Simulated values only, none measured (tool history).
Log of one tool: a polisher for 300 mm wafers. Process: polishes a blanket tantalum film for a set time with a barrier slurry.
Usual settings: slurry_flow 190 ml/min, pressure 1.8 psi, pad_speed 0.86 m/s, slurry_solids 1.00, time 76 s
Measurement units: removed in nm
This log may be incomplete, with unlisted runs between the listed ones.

| run | day | slurry_flow | pressure | pad_speed | slurry_solids | time | wafers since the last listed run | wafers polished on this pad | hours since the slurry nozzle was cleaned | hours since the head pressure was calibrated | hours since the slurry blender was calibrated | incoming thickness of the incoming film, nm | removed |
|---|---|---|---|---|---|---|---|---|---|---|---|---|---|
| 1 | 0.000 | 190 | 1.8 | 0.86 | 1.00 | 76 | 0 | 2501 | 173.3 | 281.1 | 97.6 | 388.8 | 93.2 |
| 2 | 2.125 | 190 | 1.8 | 0.86 | 0.80 | 76 | 601 | 3102 | 224.3 | 332.1 | 148.6 | 390.1 | 88.1 |
| 3 | 4.208 | 190 | 1.8 | 0.86 | 1.00 | 76 | 589 | 3692 | 274.3 | 382.1 | 198.6 | 393.3 | 92.6 |
| 4 | 11.321 | 190 | 1.8 | 0.86 | 1.00 | 76 | 2013 | 5706 | 445.0 | 552.8 | 369.3 | 383.2 | 91.6 |
| 5 | 15.783 | 190 | 1.8 | 0.86 | 1.00 | 76 | 1263 | 6970 | 552.1 | 659.9 | 476.4 | 386.9 | 90.3 |
| 6 | 18.354 | 190 | 1.8 | 0.86 | 1.00 | 76 | 727 | 7698 | 613.8 | 721.6 | 538.1 | 388.9 | 86.2 |
|  | 18.933 | slurry nozzle cleaned |
| 7 | 20.262 | 140 | 1.8 | 0.86 | 1.00 | 54 | 528 | 8226 | 31.9 | 767.4 | 583.9 | 390.1 | 62.4 |
|  | 20.646 | worn pad replaced by a new one |
| 8 | 24.296 | 240 | 1.8 | 0.86 | 1.00 | 76 | 1094 | 1033 | 128.7 | 864.2 | 680.7 | 395.6 | 99.5 |
|  | 25.279 | slurry blender recalibrated |
| 9 | 28.783 | 190 | 1.7 | 0.86 | 1.00 | 88 | 1247 | 2280 | 236.4 | 971.9 | 84.1 | 397.8 | 106.6 |
| 10 | 30.708 | 230 | 2.3 | 0.86 | 1.00 | 65 | 545 | 2825 | 282.6 | 1018.1 | 130.3 | 387.8 | 97.6 |
| 11 | 33.725 | 190 | 1.8 | 0.86 | 1.00 | 76 | 854 | 3679 | 355.0 | 1090.5 | 202.7 | 388.6 | 94.0 |
| 12 | 37.946 | 190 | 1.8 | 0.86 | 1.00 | 76 | 1195 | 4874 | 456.3 | 1191.8 | 304.0 | 389.4 | 92.2 |
| 13 | 39.862 | 190 | 2.1 | 0.98 | 1.30 | 76 | 542 | 5417 | 502.3 | 1237.8 | 350.0 | 392.4 | 123.6 |
| 14 | 41.404 | 230 | 2.3 | 0.86 | 1.00 | 65 | 436 | 5854 | 539.3 | 1274.8 | 387.0 | 391.6 | 95.1 |
| 15 | 43.396 | 190 | 2.1 | 0.98 | 1.30 | 92 | 563 | 6418 | 587.1 | 1322.6 | 434.8 | 397.2 | 150.1 |
| 16 | 46.000 | 160 | 1.5 | 0.86 | 0.85 | 54 | 737 | 7155 | 649.6 | 1385.1 | 497.3 | 393.3 | 52.2 |
|  | 47.038 | slurry nozzle cleaned |
|  | 48.279 | worn pad replaced by a new one |
| 17 | 49.500 | 190 | 1.8 | 0.86 | 1.00 | 76 | 932 | 345 | 59.1 | 1469.1 | 581.3 | 398.5 | 98.2 |
|  | 50.538 | head pressure recalibrated |
|  | 51.962 | slurry blender recalibrated |
| 18 | 53.038 | 190 | 1.8 | 0.86 | 1.15 | 90 | 954 | 1300 | 144.0 | 60.0 | 25.8 | 388.5 | 117.3 |
| 19 | 55.579 | 145 | 2.2 | 0.86 | 1.15 | 102 | 719 | 2019 | 205.0 | 121.0 | 86.8 | 389.9 | 144.2 |
| 20 | 68.162 | 210 | 1.5 | 0.86 | 0.85 | 94 | 3563 | 5583 | 507.0 | 423.0 | 388.8 | 384.1 | 96.7 |
| 21 | 71.433 | 190 | 1.8 | 0.86 | 1.00 | 76 | 926 | 6509 | 585.5 | 501.5 | 467.3 | 391.1 | 89.0 |
| 22 | 75.442 | 190 | 1.5 | 0.86 | 1.15 | 61 | 1135 | 7644 | 681.7 | 597.7 | 563.5 | 393.3 | 65.8 |
| 23 | 77.000 | 190 | 2.2 | 0.86 | 1.00 | 89 | 441 | 8085 | 719.1 | 635.1 | 600.9 | 391.9 | 118.7 |
| 24 | 79.596 | 190 | 1.5 | 0.86 | 1.15 | 61 | 735 | 8820 | 781.4 | 697.4 | 663.2 | 387.3 | 65.2 |
|  | 80.100 | slurry nozzle cleaned |
| 25 | 82.158 | 135 | 1.8 | 0.96 | 1.15 | 76 | 713 | 9534 | 49.4 | 758.9 | 724.7 | 387.9 | 98.2 |
|  | 82.475 | worn pad replaced by a new one |
| 26 | 83.921 | 235 | 2.2 | 0.86 | 1.00 | 76 | 451 | 409 | 91.7 | 801.2 | 767.0 | 388.5 | 114.7 |
|  | 86.075 | slurry blender recalibrated |
| 27 | 88.204 | 190 | 2.4 | 0.86 | 1.00 | 97 | 1189 | 1598 | 194.5 | 904.0 | 51.1 | 392.0 | 149.2 |
| 28 | 92.246 | 130 | 1.8 | 0.86 | 0.70 | 51 | 1144 | 2743 | 291.5 | 1001.0 | 148.1 | 384.5 | 53.0 |
| 29 | 95.567 | 190 | 1.8 | 0.86 | 0.90 | 58 | 940 | 3683 | 371.2 | 1080.7 | 227.8 | 390.4 | 68.3 |

5 options for the next run, each taken on its own from the tool as it stands now. Forecast them:
| A | 95.583 | 145 | 1.8 | 0.86 | 1.00 | 76 | 4 | 3688 | 371.6 | 1081.1 | 228.2 | 393.4 | ? |
| B | 95.583 | 190 | 1.4 | 0.86 | 1.00 | 76 | 4 | 3688 | 371.6 | 1081.1 | 228.2 | 393.4 | ? |
| C | 95.583 | 240 | 1.8 | 0.86 | 1.25 | 76 | 4 | 3688 | 371.6 | 1081.1 | 228.2 | 393.4 | ? |
| D | 95.583 | 190 | 1.8 | 0.86 | 1.10 | 76 | 4 | 3688 | 371.6 | 1081.1 | 228.2 | 393.4 | ? |
| E | 95.583 | 205 | 1.8 | 0.72 | 1.00 | 76 | 4 | 3688 | 371.6 | 1081.1 | 228.2 | 393.4 | ? |

| run | removed |
|---|---|
| A | 88.0 |
| B | 78.3 |
| C | 100.2 |
| D | 94.0 |
| E | 77.5 |
Had the tool no hidden state, the same runs would have come out as:
| run | removed |
|---|---|
| A | 96.0 |
| B | 84.8 |
| C | 107.9 |
| D | 101.9 |
| E | 83.7 |
